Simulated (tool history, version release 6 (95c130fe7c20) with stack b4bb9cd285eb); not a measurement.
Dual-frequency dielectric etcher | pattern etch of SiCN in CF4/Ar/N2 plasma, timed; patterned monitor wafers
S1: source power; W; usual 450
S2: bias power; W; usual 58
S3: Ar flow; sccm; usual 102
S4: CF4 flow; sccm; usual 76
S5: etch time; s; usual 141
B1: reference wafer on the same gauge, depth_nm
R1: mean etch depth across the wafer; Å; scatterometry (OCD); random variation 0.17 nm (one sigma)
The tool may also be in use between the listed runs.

run	hour	S1	S2	S3	S4	S5	B1	R1
1	0	450	61	102	76	131.5	105	989
2	0.3	420	58	102	90	160.5	105	1133
3	0.7	450	58	102	76	141	105	1038
4	5.9	450	58	102	76	141	105	1039
5	30.4	450	58	109	76	141	105	1029
# hour 42.2: Ar flow controller replaced
6	47.5	450	58	102	76	141	105	1034
# hour 56.2: source power generator calibrated
7	56.7	450	70	102	76	141	105	1184
8	71.9	540	44	102	76	141	105	1202
9	88.5	410	58	102	76	141	105	997
# hour 112.3: bias power generator calibrated
# hour 113.8: wet clean of the chamber
10	114.3	450	58	78	76	182	105	1480
11	118.8	450	44	76	66	141	105	1011
12	126	450	50	127	76	141	105	1031
13	143.2	450	58	102	76	141	105	1118
14	159.3	420	58	117	58	181.5	105.1	1237
15	170.3	450	65	102	76	117.5	105	972
16	186.6	450	58	102	76	141	105	1117
17	200.4	450	58	79	76	141	105	1143
18	214.5	560	58	102	76	141	105	1401
19	227.8	450	58	102	93	141	105	1152
20	240.6	450	54	102	91	141	105	1122
21	290.2	450	58	118	62	169.5	105	1252

Forecast each of these 4 alternatives for the next run:
A	290.7	450	58	102	76	141	?	?
B	290.7	410	66	102	76	113	?	?
C	290.7	450	58	113	67	108	?	?
D	290.7	450	58	116	76	141	?	?

run	B1	R1
A	105	1112
B	105	848
C	105	819
D	105	1096
Without the tool's hidden state the same runs would have given:
run	R1
A	1123
B	856
C	827
D	1106

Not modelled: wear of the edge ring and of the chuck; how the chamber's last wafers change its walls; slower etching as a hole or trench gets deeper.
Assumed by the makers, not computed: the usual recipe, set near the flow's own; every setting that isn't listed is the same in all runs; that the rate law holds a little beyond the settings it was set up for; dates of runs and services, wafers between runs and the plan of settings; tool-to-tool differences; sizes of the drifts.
